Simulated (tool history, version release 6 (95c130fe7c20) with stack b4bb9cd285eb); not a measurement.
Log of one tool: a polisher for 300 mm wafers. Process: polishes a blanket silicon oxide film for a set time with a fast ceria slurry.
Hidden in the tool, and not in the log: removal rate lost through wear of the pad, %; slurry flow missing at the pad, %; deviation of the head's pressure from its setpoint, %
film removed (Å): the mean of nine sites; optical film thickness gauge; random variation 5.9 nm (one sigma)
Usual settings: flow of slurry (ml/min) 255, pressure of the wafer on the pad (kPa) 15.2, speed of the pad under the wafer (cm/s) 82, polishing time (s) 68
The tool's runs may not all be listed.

run	hour	flow of slurry (ml/min)	pressure of the wafer on the pad (kPa)	speed of the pad under the wafer (cm/s)	polishing time (s)	wafers since the last listed run	wafers polished on this pad	hours since the slurry nozzle was cleaned	hours since the head pressure was calibrated	incoming thickness of the incoming film, nm	film removed (Å)
1	0	255	15.2	82	68	0	532	309.7	606	1936.7	5643
# hour 11.1: worn pad replaced by a new one
2	11.6	255	15.2	82	68	52	3	321.3	617.6	1907.1	5622
# hour 15.7: slurry nozzle cleaned
3	43.8	280	15.2	82	68	215	219	28.1	649.8	1954.4	5938
4	56	255	15.2	82	68	84	303	40.3	662	1923.7	5940
5	62.9	255	15.2	82	68	47	350	47.2	668.9	1976.8	6073
6	71.7	255	15.2	82	68	60	411	56	677.7	1935.6	5957
7	78.4	255	15.2	82	68	46	457	62.7	684.4	1924	6009
# hour 93: worn pad replaced by a new one
8	95.8	255	15.2	82	68	92	19	80.1	701.8	1914.2	6050
9	108.7	255	15.2	82	68	89	108	93	714.7	1939.5	5971
10	120.9	255	15.2	82	68	84	192	105.2	726.9	1915.4	5882
11	134.9	320	15.2	82	68	96	289	119.2	740.9	1932.4	6049
12	152.3	320	15.2	82	68	120	409	136.6	758.3	1953.7	6059
13	164.6	255	15.2	82	68	84	494	148.9	770.6	1948.4	5915
# hour 171.2: worn pad replaced by a new one, of another model than before
14	172	255	15.2	82	68	23	5	156.3	778	1930.6	5857
15	223	255	15.2	82	68	352	357	207.3	829	1900.5	5789
16	240.1	255	15.2	82	68	118	475	224.4	846.1	1942.2	5723
17	257	255	15.2	82	68	116	592	241.3	863	1928.2	5656
18	263.9	255	15.2	82	68	47	639	248.2	869.9	1931.1	5519
# hour 271.6: worn pad replaced by a new one
# hour 277.7: head pressure recalibrated
19	278.8	195	13.8	104	68	61	36	263.1	1.1	1960.4	5579
# hour 291.7: slurry nozzle cleaned
20	292.5	255	15.2	82	68	87	123	0.8	14.8	1923.4	5965
21	305.5	255	15.2	82	68	89	213	13.8	27.8	1919.1	5935
22	316	255	15.2	82	68	72	286	24.3	38.3	1932.8	5841
23	332	255	19.3	82	68	110	396	40.3	54.3	1945.8	6929
24	343.7	255	20	92	82	80	477	52	66	1937.6	9330
25	356.3	255	17.9	82	87	86	564	64.6	78.6	1936.6	8380
# hour 366.9: worn pad replaced by a new one
26	367.4	320	15.2	82	68	49	3	75.7	89.7	1953.1	6115
27	375.7	255	15.2	82	88	57	60	84	98	1942	7626
28	388.5	255	15.2	94	68	88	149	96.8	110.8	1974.4	6403
29	399.8	255	15.2	58	68	78	227	108.1	122.1	1933.5	4847
30	408.8	205	15.2	60	78	62	289	117.1	131.1	1973.2	5534
31	420.8	255	15.2	82	76	82	372	129.1	143.1	1956.3	6548
32	433.4	255	17.9	82	76	86	459	141.7	155.7	1968.5	7235

Hidden state at the last listed run before each entry between runs and at the first one after, where it differs:
Between runs 1 and 2: worn pad replaced by a new one (hour 11.1)
  slurry flow missing at the pad, %: 38.9 -> 41.8
  measured less the result without the state, film removed (Å): -303 -> -338
Between runs 2 and 3: slurry nozzle cleaned (hour 15.7)
  slurry flow missing at the pad, %: 41.8 -> 3.7
  measured less the result without the state, film removed (Å): -338 -> -19
Between runs 7 and 8: worn pad replaced by a new one (hour 93)
  slurry flow missing at the pad, %: 4.92 -> 5.89
  measured less the result without the state, film removed (Å): -28 -> -34
Between runs 13 and 14: worn pad replaced by a new one, of another model than before (hour 171.2)
  slurry flow missing at the pad, %: 12 -> 12.9
  measured less the result without the state, film removed (Å): -72 -> -132
Between runs 18 and 19: worn pad replaced by a new one (hour 271.6); head pressure recalibrated (hour 277.7)
  slurry flow missing at the pad, %: 27.4 -> 30.3
  measured less the result without the state, film removed (Å): -349 -> -609
Between runs 19 and 20: slurry nozzle cleaned (hour 291.7)
  slurry flow missing at the pad, %: 30.3 -> 3.58
  measured less the result without the state, film removed (Å): -609 -> -32
Between runs 25 and 26: worn pad replaced by a new one (hour 366.9)
  slurry flow missing at the pad, %: 5.2 -> 5.8
  measured less the result without the state, film removed (Å): -67 -> -42
